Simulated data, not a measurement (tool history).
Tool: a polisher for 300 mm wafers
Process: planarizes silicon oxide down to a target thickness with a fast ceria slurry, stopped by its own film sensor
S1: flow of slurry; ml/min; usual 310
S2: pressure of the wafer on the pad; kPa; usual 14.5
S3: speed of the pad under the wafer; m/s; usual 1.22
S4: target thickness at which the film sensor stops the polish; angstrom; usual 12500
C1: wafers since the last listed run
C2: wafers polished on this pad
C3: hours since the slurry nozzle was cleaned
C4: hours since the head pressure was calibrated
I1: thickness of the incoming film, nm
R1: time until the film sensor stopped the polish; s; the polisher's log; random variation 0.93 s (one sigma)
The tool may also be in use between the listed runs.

Run 1, hour 0.0: usual settings; C1 0; C2 545; C3 378.9; C4 460.7; I1 2390.3. Result: R1 95.6 s.
Run 2, hour 26.3: usual settings; C1 229; C2 775; C3 405.2; C4 487.0; I1 2380.2. Result: R1 96.2 s.
At hour 55.7: worn pad replaced by a new one.
Run 3, hour 56.2: usual settings; C1 225; C2 4; C3 435.1; C4 516.9; I1 2429.0. Result: R1 92.4 s.
Run 4, hour 84.3: usual settings but S1 280 ml/min, S3 1.08 m/s; C1 245; C2 249; C3 463.2; C4 545.0; I1 2366.8. Result: R1 107.4 s.
Run 5, hour 117.1: usual settings but S1 280 ml/min, S3 1.08 m/s; C1 286; C2 535; C3 496.0; C4 577.8; I1 2402.9. Result: R1 115.6 s.
Run 6, hour 151.7: usual settings; C1 301; C2 837; C3 530.6; C4 612.4; I1 2403.7. Result: R1 102.3 s.
Run 7, hour 174.4: usual settings; C1 197; C2 1035; C3 553.3; C4 635.1; I1 2398.5. Result: R1 100.8 s.
At hour 183.2: worn pad replaced by a new one.
Run 8, hour 199.7: usual settings; C1 185; C2 143; C3 578.6; C4 660.4; I1 2397.7. Result: R1 91.6 s.
Run 9, hour 215.1: usual settings; C1 134; C2 277; C3 594.0; C4 675.8; I1 2391.4. Result: R1 94.1 s.
At hour 279.7: slurry nozzle cleaned.
Run 10, hour 280.2: usual settings; C1 559; C2 836; C3 0.5; C4 740.9; I1 2431.8. Result: R1 102.3 s.
Run 11, hour 298.3: usual settings but S1 340 ml/min; C1 157; C2 994; C3 18.6; C4 759.0; I1 2360.5. Result: R1 97.9 s.
At hour 303.8: worn pad replaced by a new one.
Run 12, hour 332.9: usual settings but S1 340 ml/min; C1 266; C2 253; C3 53.2; C4 793.6; I1 2410.5. Result: R1 94.7 s.
Run 13, hour 358.2: usual settings but S2 11.7 kPa, S3 1.64 m/s; C1 220; C2 474; C3 78.5; C4 818.9; I1 2373.9. Result: R1 81.4 s.
Run 14, hour 375.2: usual settings but S1 250 ml/min, S3 1.46 m/s, S4 9870 angstrom; C1 148; C2 622; C3 95.5; C4 835.9; I1 2423.0. Result: R1 105.1 s.
At hour 384.2: head pressure recalibrated.
Run 15, hour 398.3: usual settings but S4 10380 angstrom; C1 184; C2 806; C3 118.6; C4 14.1; I1 2415.4. Result: R1 119.3 s.
At hour 414.8: worn pad replaced by a new one, of another model than before.
Run 16, hour 415.3: usual settings but S1 340 ml/min; C1 113; C2 4; C3 135.6; C4 31.1; I1 2385.6. Result: R1 86.3 s.
Run 17, hour 433.4: usual settings but S2 16.5 kPa, S3 1.52 m/s; C1 157; C2 162; C3 153.7; C4 49.2; I1 2399.0. Result: R1 75.0 s.
Run 18, hour 466.2: usual settings but S2 15.9 kPa; C1 286; C2 448; C3 186.5; C4 82.0; I1 2397.1. Result: R1 92.4 s.
Run 19, hour 483.6: usual settings but S3 1.62 m/s, S4 14920 angstrom; C1 151; C2 600; C3 203.9; C4 99.4; I1 2396.8. Result: R1 64.6 s.
Run 20, hour 506.8: usual settings but S3 0.94 m/s, S4 15630 angstrom; C1 202; C2 802; C3 227.1; C4 122.6; I1 2404.1. Result: R1 85.3 s.
At hour 522.5: worn pad replaced by a new one.
Run 21, hour 538.2: usual settings but S3 1.42 m/s, S4 14210 angstrom; C1 238; C2 137; C3 258.5; C4 154.0; I1 2357.5. Result: R1 67.5 s.
Run 22, hour 567.1: usual settings but S2 17.9 kPa, S3 0.80 m/s; C1 252; C2 389; C3 287.4; C4 182.9; I1 2382.4. Result: R1 111.5 s.
Run 23, hour 598.4: usual settings but S2 17.2 kPa, S4 11130 angstrom; C1 272; C2 662; C3 318.7; C4 214.2; I1 2395.0. Result: R1 103.3 s.
Run 24, hour 611.7: usual settings but S1 280 ml/min, S3 1.08 m/s; C1 115; C2 778; C3 332.0; C4 227.5; I1 2373.4. Result: R1 102.2 s.
Run 25, hour 630.5: usual settings but S2 16.5 kPa, S3 0.90 m/s, S4 15800 angstrom; C1 163; C2 942; C3 350.8; C4 246.3; I1 2381.7. Result: R1 77.9 s.

4 ways to go on from here, each from the tool as it stands after run 25. What would each give?
Run A, hour 630.9: usual settings; C1 3; C2 945; C3 351.2; C4 246.7; I1 2385.5. Result: R1 ?.
Run B, hour 630.9: usual settings but S1 235 ml/min, S2 15.9 kPa, S3 0.88 m/s; C1 3; C2 945; C3 351.2; C4 246.7; I1 2385.5. Result: R1 ?.
Run C, hour 630.9: usual settings but S1 405 ml/min, S3 1.52 m/s; C1 3; C2 945; C3 351.2; C4 246.7; I1 2385.5. Result: R1 ?.
Run D, hour 630.9: usual settings but S1 400 ml/min, S2 17.2 kPa, S4 14850 angstrom; C1 3; C2 945; C3 351.2; C4 246.7; I1 2385.5. Result: R1 ?.

run     R1
  A   97.3
  B  115.6
  C   82.9
  D   70.4
Without the tool's hidden state the same runs would have given:
run     R1
  A   85.7
  B  101.8
  C   73.0
  D   62.0
